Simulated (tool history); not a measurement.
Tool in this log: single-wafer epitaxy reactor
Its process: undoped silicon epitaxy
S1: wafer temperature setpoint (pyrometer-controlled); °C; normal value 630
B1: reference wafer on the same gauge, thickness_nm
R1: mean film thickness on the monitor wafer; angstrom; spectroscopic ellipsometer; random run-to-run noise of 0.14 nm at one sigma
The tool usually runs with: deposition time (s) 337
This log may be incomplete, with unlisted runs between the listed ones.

Run 1, day 0.000: usual settings; B1 31.075. Result: R1 291.52 angstrom.
Run 2, day 1.004: usual settings; B1 31.123. Result: R1 290.93 angstrom.
Run 3, day 2.083: usual settings; B1 31.116. Result: R1 291.79 angstrom.
Run 4, day 3.425: usual settings; B1 31.109. Result: R1 290.36 angstrom.
Run 5, day 4.379: usual settings; B1 31.091. Result: R1 288.83 angstrom.
Run 6, day 5.550: usual settings; B1 31.106. Result: R1 289.64 angstrom.
Run 7, day 6.754: usual settings but S1 638 °C; B1 31.110. Result: R1 342.79 angstrom.
Run 8, day 8.008: usual settings but S1 638 °C; B1 31.092. Result: R1 340.47 angstrom.
At day 8.521: gauge calibrated.
Run 9, day 8.871: usual settings but S1 638 °C; B1 31.108. Result: R1 341.63 angstrom.
Run 10, day 10.075: usual settings but S1 641 °C, deposition time (s) 387; B1 31.104. Result: R1 413.77 angstrom.
At day 10.612: pyrometer calibrated.
Run 11, day 11.221: usual settings but S1 641 °C, deposition time (s) 387; B1 31.122. Result: R1 391.76 angstrom.
Run 12, day 12.196: usual settings but S1 641 °C, deposition time (s) 387; B1 31.106. Result: R1 388.83 angstrom.
Run 13, day 12.700: usual settings but S1 634 °C, deposition time (s) 291; B1 31.089. Result: R1 253.77 angstrom.
Run 14, day 14.029: usual settings but S1 619 °C; B1 31.117. Result: R1 215.18 angstrom.
At day 15.179: pyrometer calibrated, repeated, since the last time left the tool worse.
Run 15, day 15.200: usual settings; B1 31.113. Result: R1 314.07 angstrom.
Run 16, day 15.579: usual settings but S1 640 °C, deposition time (s) 401; B1 31.080. Result: R1 453.59 angstrom.
Run 17, day 16.817: usual settings; B1 31.099. Result: R1 312.02 angstrom.
Run 18, day 18.296: usual settings but S1 644 °C; B1 31.109. Result: R1 407.53 angstrom.
Run 19, day 19.296: usual settings but S1 624 °C, deposition time (s) 319; B1 31.092. Result: R1 259.83 angstrom.
Run 20, day 20.275: usual settings but S1 641 °C, deposition time (s) 306; B1 31.112. Result: R1 349.45 angstrom.
Run 21, day 21.712: usual settings but S1 641 °C, deposition time (s) 286; B1 31.103. Result: R1 322.98 angstrom.
Run 22, day 22.325: usual settings but S1 634 °C, deposition time (s) 395; B1 31.104. Result: R1 390.28 angstrom.
Run 23, day 23.200: usual settings but S1 625 °C, deposition time (s) 366; B1 31.100. Result: R1 303.67 angstrom.
Run 24, day 23.796: usual settings; B1 31.116. Result: R1 307.26 angstrom.
Run 25, day 25.146: usual settings but S1 638 °C; B1 31.103. Result: R1 362.79 angstrom.
Run 26, day 26.142: usual settings but S1 622 °C, deposition time (s) 319; B1 31.109. Result: R1 246.39 angstrom.

Alternative continuations, all from the tool just after run 26; predict every row:
Run A, day 26.162: usual settings but S1 615 °C; B1 ?. Result: R1 ?.
Run B, day 26.162: usual settings but S1 643 °C; B1 ?. Result: R1 ?.
Run C, day 26.162: usual settings but S1 637 °C, deposition time (s) 361; B1 ?. Result: R1 ?.
Run D, day 26.162: usual settings but S1 644 °C, deposition time (s) 384; B1 ?. Result: R1 ?.

run      B1      R1
  A  31.107  225.23
  B  31.107  395.75
  C  31.107  376.67
  D  31.107  459.86
Take away the tool's hidden state, keep each run's random variation, and the runs would have read:
run      R1
  A  232.00
  B  407.02
  C  387.52
  D  472.92
